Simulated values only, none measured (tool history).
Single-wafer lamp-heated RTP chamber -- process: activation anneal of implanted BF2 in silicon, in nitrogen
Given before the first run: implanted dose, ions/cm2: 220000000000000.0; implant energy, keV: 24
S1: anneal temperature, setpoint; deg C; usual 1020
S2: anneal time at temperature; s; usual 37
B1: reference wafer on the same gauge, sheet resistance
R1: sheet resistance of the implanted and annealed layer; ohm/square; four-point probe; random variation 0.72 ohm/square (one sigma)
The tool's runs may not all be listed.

{"run": 1, "hour": 0.0, "S1": 1020, "S2": 37, "B1": 502.29, "R1": 479.93}
{"run": 2, "hour": 13.7, "S1": 1020, "S2": 37, "B1": 502.19, "R1": 481.36}
{"run": 3, "hour": 26.6, "S1": 1020, "S2": 37, "B1": 501.97, "R1": 480.97}
{"run": 4, "hour": 50.4, "S1": 1020, "S2": 37, "B1": 501.81, "R1": 481.69}
{"run": 5, "hour": 66.9, "S1": 1020, "S2": 37, "B1": 501.81, "R1": 481.77}
{"run": 6, "hour": 95.1, "S1": 1020, "S2": 37, "B1": 501.92, "R1": 481.88}
{"run": 7, "hour": 127.2, "S1": 1020, "S2": 37, "B1": 501.82, "R1": 482.37}
{"run": 8, "hour": 151.8, "S1": 997, "S2": 37, "B1": 501.58, "R1": 483.19}
{"run": 9, "hour": 174.4, "S1": 1020, "S2": 37, "B1": 501.83, "R1": 481.05}
{"run": 10, "hour": 243.7, "S1": 1020, "S2": 37, "B1": 501.53, "R1": 479.32}
{"hour": 269.6, "done": "reflector plate cleaned"}
{"run": 11, "hour": 307.1, "S1": 1020, "S2": 37, "B1": 501.06, "R1": 480.21}
{"hour": 329.8, "done": "pyrometer window cleaned and pyrometer calibrated"}
{"run": 12, "hour": 330.3, "S1": 1020, "S2": 37, "B1": 501.12, "R1": 479.56}
{"run": 13, "hour": 339.5, "S1": 1020, "S2": 37, "B1": 501.09, "R1": 479.72}
{"run": 14, "hour": 360.1, "S1": 1020, "S2": 37, "B1": 500.81, "R1": 479.01}
{"run": 15, "hour": 373.2, "S1": 1020, "S2": 37, "B1": 500.93, "R1": 479.67}
{"run": 16, "hour": 403.6, "S1": 1020, "S2": 37, "B1": 501.03, "R1": 480.91}
{"run": 17, "hour": 428.7, "S1": 1020, "S2": 37, "B1": 500.86, "R1": 479.39}
{"run": 18, "hour": 446.9, "S1": 1046, "S2": 37, "B1": 500.87, "R1": 474.97}
{"run": 19, "hour": 465.0, "S1": 1043, "S2": 37, "B1": 500.5, "R1": 475.84}
{"run": 20, "hour": 496.8, "S1": 1005, "S2": 24, "B1": 500.54, "R1": 483.9}
{"run": 21, "hour": 530.0, "S1": 1020, "S2": 52, "B1": 500.57, "R1": 476.04}
{"hour": 545.8, "done": "gauge calibrated"}
{"run": 22, "hour": 563.5, "S1": 1020, "S2": 50, "B1": 504.06, "R1": 479.4}
{"run": 23, "hour": 592.6, "S1": 1020, "S2": 37, "B1": 503.81, "R1": 482.91}
{"run": 24, "hour": 609.2, "S1": 1020, "S2": 37, "B1": 503.92, "R1": 482.62}
{"run": 25, "hour": 630.6, "S1": 1020, "S2": 37, "B1": 503.81, "R1": 483.29}
{"run": 26, "hour": 651.1, "S1": 1046, "S2": 52, "B1": 503.71, "R1": 471}
{"run": 27, "hour": 678.9, "S1": 998, "S2": 37, "B1": 503.62, "R1": 485.58}
{"hour": 689.2, "done": "pyrometer window cleaned and pyrometer calibrated"}
{"run": 28, "hour": 702.6, "S1": 998, "S2": 37, "B1": 503.5, "R1": 486.75}
{"run": 29, "hour": 715.0, "S1": 1010, "S2": 37, "B1": 503.59, "R1": 483.49}
{"run": 30, "hour": 730.6, "S1": 1050, "S2": 31, "B1": 503.35, "R1": 478.76}
{"run": 31, "hour": 750.5, "S1": 1031, "S2": 16, "B1": 503.24, "R1": 489.17}
{"run": 32, "hour": 775.3, "S1": 1020, "S2": 37, "B1": 503.27, "R1": 482.24}
{"run": 33, "hour": 792.1, "S1": 990, "S2": 29, "B1": 503.37, "R1": 487.42}
{"run": 34, "hour": 817.8, "S1": 1020, "S2": 37, "B1": 503.13, "R1": 483.46}
{"run": 35, "hour": 887.1, "S1": 1035, "S2": 19, "B1": 502.95, "R1": 485.76}
{"run": 36, "hour": 918.0, "S1": 1037, "S2": 57, "B1": 502.76, "R1": 472.12}

Forecast each of these 5 alternatives for the next run:
{"run": "A", "hour": 918.4, "S1": 1020, "S2": 37, "B1": "?", "R1": "?"}
{"run": "B", "hour": 918.4, "S1": 999, "S2": 30, "B1": "?", "R1": "?"}
{"run": "C", "hour": 918.4, "S1": 1000, "S2": 51, "B1": "?", "R1": "?"}
{"run": "D", "hour": 918.4, "S1": 1001, "S2": 24, "B1": "?", "R1": "?"}
{"run": "E", "hour": 918.4, "S1": 1041, "S2": 31, "B1": "?", "R1": "?"}

run=A B1=502.95 R1=482.17
run=B B1=502.95 R1=486.41
run=C B1=502.95 R1=482.18
run=D B1=502.95 R1=487.46
run=E B1=502.95 R1=480.42
Without the tool's unlogged condition, the same runs would have read:
run=A R1=483.32
run=B R1=487.56
run=C R1=483.33
run=D R1=488.62
run=E R1=481.57
